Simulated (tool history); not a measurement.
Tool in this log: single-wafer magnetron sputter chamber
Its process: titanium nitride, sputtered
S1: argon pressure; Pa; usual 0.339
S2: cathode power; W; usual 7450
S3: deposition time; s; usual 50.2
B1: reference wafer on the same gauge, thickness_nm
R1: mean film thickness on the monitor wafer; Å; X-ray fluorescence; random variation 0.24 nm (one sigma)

| run | hour | S1 | S2 | S3 | B1 | R1 |
|---|---|---|---|---|---|---|
| 1 | 0.0 | 0.339 | 6100 | 50.2 | 70.999 | 517.01 |
| 2 | 11.3 | 0.339 | 7450 | 50.2 | 71.012 | 620.24 |
| 3 | 38.4 | 0.339 | 8950 | 50.2 | 71.032 | 731.80 |
| 4 | 47.4 | 0.339 | 8950 | 50.2 | 70.971 | 728.11 |
|  | 57.5 | sputter target and shields replaced, repeated, since the last time left the tool worse |
|  | 67.2 | capacitance manometer re-zeroed and calibrated |
| 5 | 67.7 | 0.247 | 7450 | 50.2 | 71.089 | 720.34 |
| 6 | 80.9 | 0.339 | 7450 | 50.2 | 70.934 | 696.34 |
| 7 | 110.6 | 0.339 | 7450 | 50.2 | 70.922 | 687.75 |
| 8 | 127.0 | 0.339 | 7450 | 50.2 | 71.037 | 686.98 |
| 9 | 134.2 | 0.339 | 7450 | 50.2 | 71.002 | 683.33 |
| 10 | 146.3 | 0.339 | 7450 | 50.2 | 70.978 | 680.95 |
|  | 152.6 | gauge calibrated |
| 11 | 154.0 | 0.339 | 7450 | 50.2 | 70.936 | 676.21 |
| 12 | 171.8 | 0.273 | 7450 | 50.2 | 71.045 | 692.89 |
| 13 | 186.5 | 0.417 | 9050 | 50.2 | 70.943 | 792.09 |
| 14 | 203.4 | 0.339 | 7450 | 50.2 | 71.011 | 674.52 |
| 15 | 210.0 | 0.339 | 7450 | 50.2 | 71.049 | 677.28 |
| 16 | 221.2 | 0.339 | 7000 | 50.2 | 70.975 | 636.74 |
| 17 | 234.0 | 0.431 | 8900 | 50.2 | 71.011 | 773.36 |
| 18 | 250.3 | 0.339 | 7450 | 50.2 | 71.004 | 674.73 |
| 19 | 266.5 | 0.339 | 7450 | 50.2 | 70.958 | 675.95 |
| 20 | 278.2 | 0.461 | 7450 | 50.2 | 71.057 | 648.00 |
| 21 | 293.9 | 0.339 | 7450 | 50.2 | 70.947 | 669.30 |
| 22 | 309.6 | 0.418 | 6850 | 57.2 | 71.049 | 688.20 |
| 23 | 322.9 | 0.418 | 8800 | 50.2 | 70.940 | 762.14 |
|  | 343.8 | magnet pack replaced |
|  | 348.0 | sputter target and shields replaced |
| 24 | 348.5 | 0.339 | 8950 | 50.2 | 71.095 | 825.84 |
| 25 | 380.8 | 0.339 | 8050 | 59.1 | 71.010 | 869.43 |
| 26 | 396.9 | 0.276 | 5800 | 56.9 | 71.033 | 629.76 |
| 27 | 408.4 | 0.397 | 6800 | 46.8 | 71.064 | 575.72 |
| 28 | 416.7 | 0.222 | 5750 | 42.3 | 71.080 | 470.31 |
| 29 | 430.2 | 0.339 | 7450 | 50.2 | 71.029 | 682.62 |
| 30 | 446.7 | 0.402 | 5850 | 50.2 | 71.068 | 531.08 |
| 31 | 459.8 | 0.304 | 9050 | 46.4 | 70.991 | 753.59 |
| 32 | 474.9 | 0.339 | 7450 | 50.2 | 71.094 | 675.17 |
| 33 | 488.2 | 0.255 | 6800 | 45.1 | 71.051 | 570.81 |
| 34 | 501.9 | 0.339 | 7450 | 50.2 | 70.944 | 669.55 |

Had the tool no unlogged condition, and each run kept its random variation, what would the results have been?
The tool's hidden condition here consists of: deposition rate above that of a new target (%); true argon pressure above the setpoint (%); gauge reads high (%).
| run | R1 |
|---|---|
| 1 | 583.20 |
| 2 | 701.24 |
| 3 | 831.01 |
| 4 | 827.82 |
| 5 | 724.59 |
| 6 | 704.19 |
| 7 | 702.14 |
| 8 | 704.19 |
| 9 | 701.54 |
| 10 | 700.74 |
| 11 | 696.80 |
| 12 | 715.89 |
| 13 | 819.89 |
| 14 | 699.43 |
| 15 | 702.72 |
| 16 | 661.27 |
| 17 | 803.89 |
| 18 | 702.07 |
| 19 | 703.92 |
| 20 | 675.15 |
| 21 | 697.75 |
| 22 | 717.81 |
| 23 | 795.21 |
| 24 | 830.30 |
| 25 | 885.71 |
| 26 | 644.76 |
| 27 | 591.24 |
| 28 | 483.95 |
| 29 | 704.41 |
| 30 | 549.66 |
| 31 | 781.49 |
| 32 | 701.52 |
| 33 | 593.96 |
| 34 | 697.61 |
